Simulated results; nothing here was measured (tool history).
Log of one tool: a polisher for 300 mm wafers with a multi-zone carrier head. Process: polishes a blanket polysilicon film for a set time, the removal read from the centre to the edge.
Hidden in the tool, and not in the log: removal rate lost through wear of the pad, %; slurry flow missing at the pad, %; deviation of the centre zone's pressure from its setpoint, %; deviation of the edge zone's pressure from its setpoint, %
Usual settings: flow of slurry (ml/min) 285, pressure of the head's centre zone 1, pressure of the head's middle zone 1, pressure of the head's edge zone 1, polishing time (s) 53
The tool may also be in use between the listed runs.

run,day,flow of slurry (ml/min),pressure of the head's centre zone,pressure of the head's middle zone,pressure of the head's edge zone,polishing time (s),wafers since the last listed run,wafers polished on this pad,hours since the slurry nozzle was cleaned,hours since the centre zone pressure was calibrated,hours since the edge zone pressure was calibrated,hours since the carrier head's membrane was replaced,"incoming thickness of the incoming film, nm",film removed at the wafer's centre (nm),film removed at mid-radius (nm),film removed at the wafer's edge (nm)
1,0,285,1,1,1,53,0,14,260.2,297.2,878.9,1573.9,1626.3,553.1,507.3,488.4
2,0.525,285,1,1,1,53,189,203,272.8,309.8,891.5,1586.5,1621.8,557.9,505.6,503.2
3,0.788,285,1,1,1,53,94,297,279.1,316.1,897.8,1592.8,1652.3,560,506.1,495.4
4,1.438,285,1,1,1,53,234,531,294.7,331.7,913.4,1608.4,1604.7,564.9,505.6,479.8
# day 2.221: worn pad replaced by a new one
5,2.242,285,1,1,1,53,229,7,314,351,932.7,1627.7,1637.1,567.6,501.3,486.5
6,2.817,285,1,1,1,53,207,214,327.8,364.8,946.5,1641.5,1621.5,563.1,503.8,487.6
7,3.133,285,1,1,1,53,114,328,335.4,372.4,954.1,1649.1,1608.2,578.9,501.4,478.7
8,3.671,350,1,1,1,53,193,522,348.3,385.3,967,1662,1620.7,578.2,507.1,503.3
9,4.021,285,1,1.05,1,53,126,648,356.7,393.7,975.4,1670.4,1612.2,565.7,531.2,499.6
# day 4.638: worn pad replaced by a new one
10,4.667,285,1,1.05,1,53,172,10,372.2,409.2,990.9,1685.9,1619.3,562.4,524.9,481.2
# day 4.979: carrier head's membrane replaced by a new one
11,5.25,210,1,1,1,53,135,145,386.2,423.2,1004.9,6.5,1617.7,551.9,486.5,481.1
12,5.846,285,1,1,1,53,214,360,400.5,437.5,1019.2,20.8,1604.8,570.2,499,496.1
13,6.183,285,1,1,0.93,42,121,481,408.6,445.6,1027.3,28.9,1607.6,449.5,397.3,367
# day 6.621: slurry nozzle cleaned
# day 6.779: worn pad replaced by a new one
14,6.854,285,1.05,1,1,53,170,27,5.6,461.7,1043.4,45,1616.1,599.6,504.5,493.7
# day 7.179: edge zone pressure recalibrated
15,7.25,285,1,1,1,53,112,140,15.1,471.2,1.7,54.5,1618.4,571,506.3,490.3
16,7.612,285,0.97,0.93,1,42,130,270,23.8,479.9,10.4,63.2,1609,438.4,378.9,381.4
# day 8.238: centre zone pressure recalibrated
17,8.275,285,1,1,0.93,42,208,479,39.7,0.9,26.3,79.1,1606,399.1,398.8,380.7
18,8.692,285,1.08,1.09,0.9,53,150,629,49.7,10.9,36.3,89.1,1648.1,553.6,549.4,464.3
# day 9.079: worn pad replaced by a new one
19,9.392,285,1,1,1,64,192,113,66.5,27.7,53.1,105.9,1621.5,626.6,613,594.8
20,10.062,285,1,1.12,0.88,53,241,354,82.6,43.8,69.2,122,1636.7,521.1,553.5,460.3
21,10.658,285,1,1,1,53,214,569,96.9,58.1,83.5,136.3,1609.8,529.7,500.3,482.8
22,11.212,285,1,1,1.07,44,199,768,110.2,71.4,96.8,149.6,1624.5,444.2,416,429.7

Forecast each of these 3 alternatives for the next run:
A,11.229,285,1,1,1,53,6,774,110.6,71.8,97.2,150,1650,?,?,?
B,11.229,285,1,1.1,1,53,6,774,110.6,71.8,97.2,150,1650,?,?,?
C,11.229,285,1,1,1,46,6,774,110.6,71.8,97.2,150,1650,?,?,?

run,film removed at the wafer's centre (nm),film removed at mid-radius (nm),film removed at the wafer's edge (nm)
A,527.9,508.1,486.2
B,528.3,550.2,485.6
C,458.2,441,422
Without the tool's hidden state the same runs would have given:
run,film removed at the wafer's centre (nm),film removed at mid-radius (nm),film removed at the wafer's edge (nm)
A,502,508.2,486.2
B,502.3,550.4,485.6
C,435.7,441.1,422
